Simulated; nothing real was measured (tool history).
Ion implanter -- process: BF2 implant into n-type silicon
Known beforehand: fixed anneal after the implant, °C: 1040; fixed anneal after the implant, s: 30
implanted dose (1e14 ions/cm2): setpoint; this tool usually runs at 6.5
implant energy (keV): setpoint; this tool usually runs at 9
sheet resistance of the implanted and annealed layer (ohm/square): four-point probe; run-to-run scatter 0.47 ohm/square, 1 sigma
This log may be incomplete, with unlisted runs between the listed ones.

run	day	implanted dose (1e14 ions/cm2)	implant energy (keV)	wafers since the last listed run	hours since the last dose calibration	hours since the extraction supply was calibrated	hours since the gauge calibration	read-back reference wafer on the same gauge, sheet resistance	sheet resistance of the implanted and annealed layer (ohm/square)
1	0	6.5	9	0	814	3722.7	120.7	256.19	218.4
2	0.704	6.5	9	497	830.9	3739.6	137.6	256.14	218.78
3	1.754	6.5	9	742	856.1	3764.8	162.8	256.17	217.59
4	2.854	6.5	9	777	882.5	3791.2	189.2	256.23	218.76
5	4.117	6.5	9	892	912.8	3821.5	219.5	256.07	218.93
6	5.129	6.5	9	716	937.1	3845.8	243.8	255.62	218.97
7	6.046	6.5	9	648	959.1	3867.8	265.8	256.12	217.73
8	7.446	6.95	10	990	992.7	3901.4	299.4	256.17	204.67
9	8.621	6.95	10	830	1020.9	3929.6	327.6	256.09	204.7
10	9.717	6.95	10	774	1047.2	3955.9	353.9	256.08	203.92
11	10.896	6.5	9	833	1075.5	3984.2	382.2	256.05	219.12
12	11.733	6.5	9	592	1095.6	4004.3	402.3	256.04	218.02
13	12.738	6.5	9	710	1119.7	4028.4	426.4	256.06	219.78
14	14.133	6.5	9	987	1153.2	4061.9	459.9	256.01	219.98
15	15.267	6.5	9	801	1180.4	4089.1	487.1	255.9	220.49
16	16.754	7.47	9	1051	1216.1	4124.8	522.8	255.7	200.62
# day 17.592: extraction supply calibrated
17	18.183	5.6	7	774	1250.4	14.2	557.1	255.97	258.47
18	19.638	5.6	7	1028	1285.3	49.1	592	256.06	258.05
19	21.046	6.5	9	995	1319.1	82.9	625.8	255.95	219.98
20	22.417	5.43	10	969	1352	115.8	658.7	256.15	244.55
21	23.471	6.5	9	745	1377.3	141.1	684	256.04	220.25
22	24.704	6.5	9	872	1406.9	170.7	713.6	256.16	220.92
23	25.379	4.62	8	477	1423.1	186.9	729.8	256	287.01
24	26.458	5.17	10.5	763	1449	212.8	755.7	255.95	252.84
25	27.375	8.05	11	648	1471	234.8	777.7	255.99	183.35
26	28.688	6.5	10	928	1502.5	266.3	809.2	256.02	216.17
27	31.058	7.87	6.5	1676	1559.4	323.2	866.1	255.88	212.43
28	31.567	6.5	9	359	1571.6	335.4	878.3	255.91	222.37
# day 32.321: Faraday cup replaced and dose calibrated
29	32.342	6.5	9	312	0.5	354	896.9	256.14	217.2
# day 32.817: gauge calibrated
30	33.754	6.5	8	998	34.4	387.9	22.5	255.96	222.79
31	34.675	7.72	6	651	56.5	410	44.6	256.08	214.97
32	35.35	4.99	9	477	72.7	426.2	60.8	255.99	260.51
33	35.971	6.5	11	439	87.6	441.1	75.7	256.06	207.69
34	37.188	7.8	6.5	860	116.8	470.3	104.9	256.17	208.79
35	38.167	6.5	9	692	140.3	493.8	128.4	255.9	216.68
36	39.317	5.43	10	813	167.9	521.4	156	256.01	240.62
37	40.133	6.5	9	577	187.5	541	175.6	256.2	216.88
38	41.621	6.5	7.5	1051	223.2	576.7	211.3	256.05	226.85

3 options for the next run, each taken on its own from the tool as it stands now. Forecast them:
A	41.638	6.5	12	11	223.6	577.1	211.7	?	?
B	41.638	5.88	12	11	223.6	577.1	211.7	?	?
C	41.638	4.83	9	11	223.6	577.1	211.7	?	?

run	read-back reference wafer on the same gauge, sheet resistance	sheet resistance of the implanted and annealed layer (ohm/square)
A	255.92	204.27
B	255.92	219.25
C	255.92	266.85
Had the tool no hidden state, the same runs would have come out as:
run	sheet resistance of the implanted and annealed layer (ohm/square)
A	204.17
B	219.14
C	266.72

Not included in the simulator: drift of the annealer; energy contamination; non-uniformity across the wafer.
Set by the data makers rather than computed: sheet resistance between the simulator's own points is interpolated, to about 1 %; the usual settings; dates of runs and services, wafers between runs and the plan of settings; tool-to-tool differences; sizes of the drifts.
